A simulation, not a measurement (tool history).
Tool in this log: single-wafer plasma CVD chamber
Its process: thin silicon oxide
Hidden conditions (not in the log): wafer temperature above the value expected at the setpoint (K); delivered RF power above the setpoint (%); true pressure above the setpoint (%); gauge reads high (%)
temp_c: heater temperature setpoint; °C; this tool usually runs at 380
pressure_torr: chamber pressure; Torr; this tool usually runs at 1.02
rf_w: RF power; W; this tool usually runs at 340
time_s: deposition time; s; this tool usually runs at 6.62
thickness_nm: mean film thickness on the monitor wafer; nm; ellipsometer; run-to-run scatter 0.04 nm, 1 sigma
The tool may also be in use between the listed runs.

run,hour,temp_c,pressure_torr,rf_w,time_s,wafers since the last listed run,hours since the last thermocouple change,hours since the last RF generator calibration,hours since the last manometer calibration,hours since the showerhead was replaced,hours since the gauge calibration,"read-back reference wafer on the same gauge, thickness_nm",thickness_nm
1,0.0,380,1.02,340,6.62,0,1691.3,683.5,1867.6,4394.9,188.1,19.208,16.964
2,14.6,370,1.02,340,6.62,442,1705.9,698.1,1882.2,4409.5,202.7,19.198,17.124
3,31.1,370,1.02,340,6.62,500,1722.4,714.6,1898.7,4426.0,219.2,19.192,17.083
4,45.0,370,1.02,340,6.62,421,1736.3,728.5,1912.6,4439.9,233.1,19.193,17.065
5,57.6,380,1.02,340,6.62,382,1748.9,741.1,1925.2,4452.5,245.7,19.200,17.008
6,65.6,380,1.02,340,6.62,242,1756.9,749.1,1933.2,4460.5,253.7,19.201,16.846
7,77.0,380,0.88,340,7.52,345,1768.3,760.5,1944.6,4471.9,265.1,19.203,17.186
8,87.4,387,1.02,340,6.62,315,1778.7,770.9,1955.0,4482.3,275.5,19.206,16.862
9,98.9,387,1.02,340,6.62,348,1790.2,782.4,1966.5,4493.8,287.0,19.201,16.820
10,115.2,387,1.02,340,6.62,494,1806.5,798.7,1982.8,4510.1,303.3,19.193,16.867
11,122.3,380,1.02,340,7.47,215,1813.6,805.8,1989.9,4517.2,310.4,19.184,19.126
12,141.7,380,1.02,340,7.47,588,1833.0,825.2,2009.3,4536.6,329.8,19.203,19.067
13,157.6,380,1.02,340,7.47,482,1848.9,841.1,2025.2,4552.5,345.7,19.212,18.983
14,171.6,380,1.02,340,6.62,424,1862.9,855.1,2039.2,4566.5,359.7,19.208,16.896
# hour 194.2: showerhead replaced
15,194.7,389,0.80,340,6.62,458,1886.0,878.2,2062.3,0.5,382.8,19.203,13.855
16,197.1,387,1.02,340,6.62,72,1888.4,880.6,2064.7,2.9,385.2,19.206,16.806
# hour 211.0: RF generator calibrated
# hour 212.6: capacitance manometer re-zeroed and calibrated
17,213.1,380,1.02,340,7.47,196,1904.4,2.1,0.5,18.9,401.2,19.194,19.602
18,214.0,376,0.86,325,5.91,27,1905.3,3.0,1.4,19.8,402.1,19.212,13.432
# hour 214.6: gauge calibrated
19,223.2,380,1.10,390,6.62,279,1914.5,12.2,10.6,29.0,8.6,19.205,19.012
# hour 240.1: thermocouple changed; heater temperature recalibrated
20,240.4,380,1.02,340,6.62,279,0.3,29.4,27.8,46.2,25.8,19.190,17.317
21,258.1,385,1.25,375,6.00,536,18.0,47.1,45.5,63.9,43.5,19.200,18.178
22,264.2,380,1.02,340,6.62,185,24.1,53.2,51.6,70.0,49.6,19.177,17.248
23,275.4,380,0.89,290,6.62,339,35.3,64.4,62.8,81.2,60.8,19.186,14.877
24,291.0,380,1.02,340,6.62,473,50.9,80.0,78.4,96.8,76.4,19.190,17.229
25,299.6,380,1.13,340,6.62,260,59.5,88.6,87.0,105.4,85.0,19.210,18.376
26,308.7,388,0.82,360,6.62,276,68.6,97.7,96.1,114.5,94.1,19.201,14.833
27,326.2,380,1.02,340,6.62,530,86.1,115.2,113.6,132.0,111.6,19.200,17.227
28,343.4,380,1.02,305,5.93,521,103.3,132.4,130.8,149.2,128.8,19.195,14.906
29,354.7,388,1.02,320,7.45,342,114.6,143.7,142.1,160.5,140.1,19.196,18.910

Each row is a separate what-if for the run after 29, all from the same tool condition, not one after another. Results?
A,355.1,380,1.02,340,6.62,12,115.0,144.1,142.5,160.9,140.5,?,?
B,355.1,380,0.77,340,7.13,12,115.0,144.1,142.5,160.9,140.5,?,?
C,355.1,370,1.02,400,6.62,12,115.0,144.1,142.5,160.9,140.5,?,?

run,"read-back reference wafer on the same gauge, thickness_nm",thickness_nm
A,19.195,17.336
B,19.195,14.958
C,19.195,18.371
Without the tool's hidden state the same runs would have given:
run,thickness_nm
A,17.445
B,15.051
C,18.475
